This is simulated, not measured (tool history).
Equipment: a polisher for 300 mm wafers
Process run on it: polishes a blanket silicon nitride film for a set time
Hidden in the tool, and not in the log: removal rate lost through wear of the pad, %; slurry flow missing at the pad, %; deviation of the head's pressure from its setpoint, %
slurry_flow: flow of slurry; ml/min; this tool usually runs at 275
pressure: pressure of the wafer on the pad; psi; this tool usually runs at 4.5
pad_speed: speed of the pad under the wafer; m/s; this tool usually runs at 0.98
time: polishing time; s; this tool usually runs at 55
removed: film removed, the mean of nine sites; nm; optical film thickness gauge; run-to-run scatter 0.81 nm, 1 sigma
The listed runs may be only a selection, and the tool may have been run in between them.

run	day	slurry_flow	pressure	pad_speed	time	wafers since the last listed run	wafers polished on this pad	hours since the slurry nozzle was cleaned	hours since the head pressure was calibrated	incoming thickness of the incoming film, nm	removed
1	0	275	4.5	0.98	69	0	1383	180.3	442.6	462.6	158.6
2	3.533	275	4.5	0.98	69	1107	2491	265.1	527.4	467	159.6
3	5.983	275	4.5	0.98	55	767	3259	323.9	586.2	458.7	124.5
4	8.854	275	4.5	0.98	55	899	4159	392.8	655.1	464.5	123.7
5	11.546	275	4.5	0.98	55	843	5002	457.4	719.7	462.9	124.5
6	13.912	275	4.5	0.98	55	741	5744	514.2	776.5	455.7	123.6
# day 15.575: slurry nozzle cleaned
7	16.571	275	4.5	0.98	41	820	6564	23.9	840.3	451.9	93.3
8	19.117	275	4.5	0.98	41	797	7362	85	901.4	461.4	93.6
9	21.658	275	4.5	0.98	41	796	8159	146	962.4	455.4	92.9
10	23.633	275	4.5	0.98	49	619	8778	193.4	1009.8	454.2	110.4
# day 24.967: head pressure recalibrated
# day 25.525: worn pad replaced by a new one
11	27.942	275	4.5	0.98	49	1272	756	296.8	71.4	454.3	113.6
12	30.562	275	3.9	0.98	55	821	1578	359.7	134.3	461.9	110.7
13	33.838	275	4.5	0.98	55	1026	2604	438.3	212.9	463.7	126.6
14	36.95	275	4.5	0.98	55	975	3580	513	287.6	449.8	127.1
15	38.988	275	4.5	0.98	55	638	4219	561.9	336.5	453.7	125.1
# day 41.642: slurry nozzle cleaned
16	42.817	230	5	1.14	41	1187	5406	28.2	428.4	464.9	118.7
17	45.592	320	3.4	1.18	36	869	6276	94.8	495	468.1	73.8
18	47.425	275	4.5	0.98	55	574	6850	138.8	539	461	126.5
19	51.204	355	4.5	0.98	46	1184	8035	229.5	629.7	462.1	107.8
# day 53.288: worn pad replaced by a new one
20	55.512	275	4.5	0.98	55	1298	697	332.9	733.1	460.4	125.5
21	57.583	275	4.5	0.98	55	649	1347	382.6	782.8	459	125.4
22	60.879	365	5.4	0.76	62	1033	2380	461.7	861.9	456.2	139
23	63.275	320	4.5	1.1	55	750	3131	519.2	919.4	459.4	136.3
24	65.017	195	3.4	0.98	40	545	3677	561	961.2	457.4	65.6
25	69.15	275	3.2	0.98	70	1295	4972	660.2	1060.4	460.4	108.9
# day 69.567: slurry nozzle cleaned
26	72.371	340	5.8	0.72	68	996	5969	67.3	1137.7	464.6	154.1
27	75.521	185	5.8	1.12	62	987	6956	142.9	1213.3	458.3	193
# day 76.529: head pressure recalibrated
# day 79.742: worn pad replaced by a new one
28	82.921	275	4.5	0.98	55	2241	996	320.5	153.4	463.1	126.1
29	86.25	195	4.5	0.98	55	1043	2039	400.4	233.3	455.1	122.6
30	90.596	275	5.2	0.98	69	1362	3401	504.7	337.6	459.3	181.5
31	94.579	325	3.6	0.74	67	1248	4650	600.3	433.2	453.5	96.7
32	98.129	275	4.5	0.98	55	1112	5763	685.5	518.4	453.8	122.1
# day 98.629: slurry nozzle cleaned
33	101.792	275	4.5	0.98	55	1134	6898	75.9	606.3	457.7	126.8
34	105.654	300	3.9	1.1	65	1210	8108	168.6	699	465.2	142.1
# day 106.779: worn pad replaced by a new one
35	107.308	200	4.5	1.18	70	466	165	208.3	738.7	463.3	181.9
36	111.142	310	3.7	1.28	71	1201	1367	300.3	830.7	459.5	164.6
37	114.454	225	4.5	0.98	55	1038	2405	379.8	910.2	469.5	121.9

What the log doesn't show, run by run:
removal rate lost through wear of the pad, %: 0 across all the runs
H1: slurry flow missing at the pad, %
H2: deviation of the head's pressure from its setpoint, %
run	H1	H2
1	18.9	-0.743
2	24.2	-0.958
3	27.8	-1.13
4	32.1	-1.35
5	36.1	-1.58
6	39.7	-1.8
7	5.3	-2.07
8	9.1	-2.35
9	12.9	-2.65
10	15.8	-2.89
11	22.3	-0.225
12	26.2	-0.259
13	31.1	-0.33
14	35.7	-0.428
15	38.7	-0.507
16	3.83	-0.69
17	7.97	-0.851
18	10.7	-0.969
19	16.3	-1.25
20	22.8	-1.61
21	25.9	-1.81
22	30.8	-2.15
23	34.4	-2.42
24	37	-2.62
25	43.1	-3.14
26	6.79	-3.59
27	11.5	-4.05
28	22.5	-0.375
29	27.5	-0.456
30	34	-0.611
31	39.9	-0.803
32	45.2	-1.01
33	5.25	-1.27
34	11	-1.59
35	13.5	-1.74
36	19.2	-2.11
37	24.1	-2.47

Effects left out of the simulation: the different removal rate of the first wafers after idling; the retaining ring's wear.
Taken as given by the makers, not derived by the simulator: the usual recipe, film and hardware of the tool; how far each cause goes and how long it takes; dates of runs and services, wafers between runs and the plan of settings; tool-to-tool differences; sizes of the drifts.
